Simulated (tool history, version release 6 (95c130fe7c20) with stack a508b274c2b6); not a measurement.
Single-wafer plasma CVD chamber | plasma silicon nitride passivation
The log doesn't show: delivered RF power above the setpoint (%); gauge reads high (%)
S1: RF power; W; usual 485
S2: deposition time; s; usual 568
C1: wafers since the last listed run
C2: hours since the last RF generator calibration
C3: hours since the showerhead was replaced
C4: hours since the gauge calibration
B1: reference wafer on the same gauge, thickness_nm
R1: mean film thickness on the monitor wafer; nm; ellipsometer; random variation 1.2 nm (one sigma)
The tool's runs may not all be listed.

Run 1, hour 0.0: usual settings; C1 0; C2 2128.5; C3 5998.9; C4 111.2; B1 889.911. Result: R1 804.840 nm.
Run 2, hour 20.8: usual settings; C1 96; C2 2149.3; C3 6019.7; C4 132.0; B1 890.363. Result: R1 806.130 nm.
Run 3, hour 43.2: usual settings; C1 103; C2 2171.7; C3 6042.1; C4 154.4; B1 889.739. Result: R1 805.793 nm.
At hour 54.6: gauge calibrated.
Run 4, hour 59.5: usual settings; C1 75; C2 2188.0; C3 6058.4; C4 4.9; B1 890.400. Result: R1 808.040 nm.
Run 5, hour 84.2: usual settings; C1 114; C2 2212.7; C3 6083.1; C4 29.6; B1 889.388. Result: R1 805.475 nm.
Run 6, hour 117.1: usual settings but S1 540 W, S2 607 s; C1 152; C2 2245.6; C3 6116.0; C4 62.5; B1 890.175. Result: R1 894.363 nm.
At hour 126.7: showerhead replaced.
Run 7, hour 129.1: usual settings but S1 445 W; C1 18; C2 2257.6; C3 2.4; C4 74.5; B1 890.518. Result: R1 781.673 nm.
Run 8, hour 163.6: usual settings but S1 510 W, S2 531 s; C1 159; C2 2292.1; C3 36.9; C4 109.0; B1 889.914. Result: R1 768.382 nm.
At hour 173.3: RF generator calibrated.
Run 9, hour 193.4: usual settings but S1 455 W, S2 456 s; C1 100; C2 20.1; C3 66.7; C4 138.8; B1 890.052. Result: R1 634.241 nm.
Run 10, hour 225.0: usual settings but S2 641 s; C1 146; C2 51.7; C3 98.3; C4 170.4; B1 890.773. Result: R1 912.669 nm.
At hour 233.7: gauge calibrated.
Run 11, hour 255.9: usual settings but S1 560 W, S2 489 s; C1 142; C2 82.6; C3 129.2; C4 22.2; B1 889.910. Result: R1 731.409 nm.
Run 12, hour 268.1: usual settings but S1 560 W, S2 489 s; C1 56; C2 94.8; C3 141.4; C4 34.4; B1 890.229. Result: R1 732.266 nm.
Run 13, hour 297.8: usual settings but S1 550 W, S2 494 s; C1 137; C2 124.5; C3 171.1; C4 64.1; B1 889.958. Result: R1 733.151 nm.
Run 14, hour 311.3: usual settings but S2 657 s; C1 62; C2 138.0; C3 184.6; C4 77.6; B1 889.875. Result: R1 933.573 nm.

Forecast each of these 3 alternatives for the next run:
Run A, hour 311.9: usual settings but S1 520 W; C1 2; C2 138.6; C3 185.2; C4 78.2; B1 ?. Result: R1 ?.
Run B, hour 311.9: usual settings but S1 440 W; C1 2; C2 138.6; C3 185.2; C4 78.2; B1 ?. Result: R1 ?.
Run C, hour 311.9: usual settings but S1 450 W, S2 672 s; C1 2; C2 138.6; C3 185.2; C4 78.2; B1 ?. Result: R1 ?.

run       B1       R1
  A  890.080  826.511
  B  890.080  779.876
  C  890.080  929.993
Without the tool's hidden state the same runs would have given:
run       R1
  A  826.511
  B  779.876
  C  929.993
